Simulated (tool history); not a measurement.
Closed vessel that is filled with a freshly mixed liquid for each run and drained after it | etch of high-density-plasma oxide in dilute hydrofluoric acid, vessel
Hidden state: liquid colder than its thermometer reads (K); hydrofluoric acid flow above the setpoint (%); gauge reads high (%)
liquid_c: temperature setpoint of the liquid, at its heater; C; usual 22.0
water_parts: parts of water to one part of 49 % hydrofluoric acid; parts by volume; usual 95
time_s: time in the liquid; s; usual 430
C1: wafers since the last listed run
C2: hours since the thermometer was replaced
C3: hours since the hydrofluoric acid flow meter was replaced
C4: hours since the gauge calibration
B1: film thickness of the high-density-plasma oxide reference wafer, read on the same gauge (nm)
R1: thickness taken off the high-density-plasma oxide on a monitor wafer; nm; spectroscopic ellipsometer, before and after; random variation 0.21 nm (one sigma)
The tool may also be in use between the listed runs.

Run 1, hour 0.0: usual settings; C1 0; C2 203.3; C3 1609.2; C4 490.4; B1 40.02. Result: R1 28.93 nm.
Run 2, hour 18.2: usual settings but liquid_c 24.5 C, water_parts 75 parts by volume; C1 1522; C2 221.5; C3 1627.4; C4 508.6; B1 39.94. Result: R1 41.41 nm.
Run 3, hour 47.8: usual settings but liquid_c 24.5 C, water_parts 75 parts by volume; C1 2475; C2 251.1; C3 1657.0; C4 538.2; B1 40.06. Result: R1 41.53 nm.
Run 4, hour 74.2: usual settings but liquid_c 24.5 C, water_parts 75 parts by volume; C1 2207; C2 277.5; C3 1683.4; C4 564.6; B1 40.04. Result: R1 41.59 nm.
Run 5, hour 95.6: usual settings; C1 1789; C2 298.9; C3 1704.8; C4 586.0; B1 40.02. Result: R1 28.61 nm.
Run 6, hour 124.8: usual settings; C1 2442; C2 328.1; C3 1734.0; C4 615.2; B1 40.00. Result: R1 28.76 nm.
Run 7, hour 138.4: usual settings; C1 1137; C2 341.7; C3 1747.6; C4 628.8; B1 39.97. Result: R1 28.82 nm.
Run 8, hour 152.2: usual settings; C1 1154; C2 355.5; C3 1761.4; C4 642.6; B1 39.95. Result: R1 28.86 nm.
At hour 223.5: gauge calibrated.
Run 9, hour 248.7: usual settings; C1 8070; C2 452.0; C3 1857.9; C4 25.2; B1 40.00. Result: R1 28.39 nm.
Run 10, hour 265.0: usual settings; C1 1363; C2 468.3; C3 1874.2; C4 41.5; B1 39.97. Result: R1 28.56 nm.
Run 11, hour 301.0: usual settings; C1 3010; C2 504.3; C3 1910.2; C4 77.5; B1 40.00. Result: R1 28.37 nm.
Run 12, hour 322.5: usual settings; C1 1798; C2 525.8; C3 1931.7; C4 99.0; B1 40.00. Result: R1 28.19 nm.
Run 13, hour 346.4: usual settings; C1 1998; C2 549.7; C3 1955.6; C4 122.9; B1 39.97. Result: R1 28.73 nm.
Run 14, hour 366.5: usual settings but liquid_c 19.5 C, water_parts 50 parts by volume, time_s 560 s; C1 1680; C2 569.8; C3 1975.7; C4 143.0; B1 40.01. Result: R1 66.32 nm.
Run 15, hour 401.3: usual settings but water_parts 75 parts by volume; C1 2910; C2 604.6; C3 2010.5; C4 177.8; B1 39.97. Result: R1 36.93 nm.
Run 16, hour 440.8: usual settings but liquid_c 25.0 C, water_parts 120 parts by volume, time_s 355 s; C1 3303; C2 644.1; C3 2050.0; C4 217.3; B1 40.03. Result: R1 20.64 nm.
At hour 442.8: hydrofluoric acid flow meter replaced.
Run 17, hour 457.9: usual settings but liquid_c 19.5 C, water_parts 110 parts by volume, time_s 615 s; C1 1346; C2 661.2; C3 15.1; C4 234.4; B1 40.04. Result: R1 26.83 nm.
Run 18, hour 476.3: usual settings but liquid_c 26.5 C, water_parts 125 parts by volume; C1 1538; C2 679.6; C3 33.5; C4 252.8; B1 40.00. Result: R1 21.61 nm.
At hour 501.9: thermometer replaced.
Run 19, hour 509.3: usual settings; C1 2676; C2 7.4; C3 66.5; C4 285.8; B1 39.99. Result: R1 25.96 nm.
Run 20, hour 534.3: usual settings; C1 2090; C2 32.4; C3 91.5; C4 310.8; B1 39.97. Result: R1 26.20 nm.
Run 21, hour 567.2: usual settings but liquid_c 24.0 C, water_parts 50 parts by volume, time_s 315 s; C1 2751; C2 65.3; C3 124.4; C4 343.7; B1 40.04. Result: R1 41.74 nm.
Run 22, hour 601.4: usual settings; C1 2860; C2 99.5; C3 158.6; C4 377.9; B1 39.98. Result: R1 26.27 nm.
Run 23, hour 628.5: usual settings but water_parts 75 parts by volume, time_s 305 s; C1 2266; C2 126.6; C3 185.7; C4 405.0; B1 39.98. Result: R1 23.63 nm.
Run 24, hour 663.3: usual settings but liquid_c 24.0 C, time_s 195 s; C1 2910; C2 161.4; C3 220.5; C4 439.8; B1 40.01. Result: R1 12.83 nm.
Run 25, hour 681.3: usual settings but water_parts 80 parts by volume, time_s 670 s; C1 1505; C2 179.4; C3 238.5; C4 457.8; B1 40.02. Result: R1 49.24 nm.
Run 26, hour 704.6: usual settings but liquid_c 25.5 C; C1 1948; C2 202.7; C3 261.8; C4 481.1; B1 40.00. Result: R1 29.12 nm.

Hidden state or all else? Some run-to-run changes of R1, split into what the settings, what came in and random variation would give without the hidden state, and what is left for the hidden state (with any gauge scatter that isn't in both results):
Run 13 -> 14: liquid_c 22.0 -> 19.5, water_parts 95 -> 50, time_s 430 -> 560. R1 +37.59 nm: hidden state +2.50, all else +35.09.
Run 16 -> 17: liquid_c 25.0 -> 19.5, water_parts 120 -> 110, time_s 355 -> 615, hydrofluoric acid flow meter replaced. R1 +6.19 nm: hidden state -3.75, all else +9.94.
Run 24 -> 25: liquid_c 24.0 -> 22.0, water_parts 95 -> 80, time_s 195 -> 670. R1 +36.41 nm: hidden state -0.54, all else +36.95.
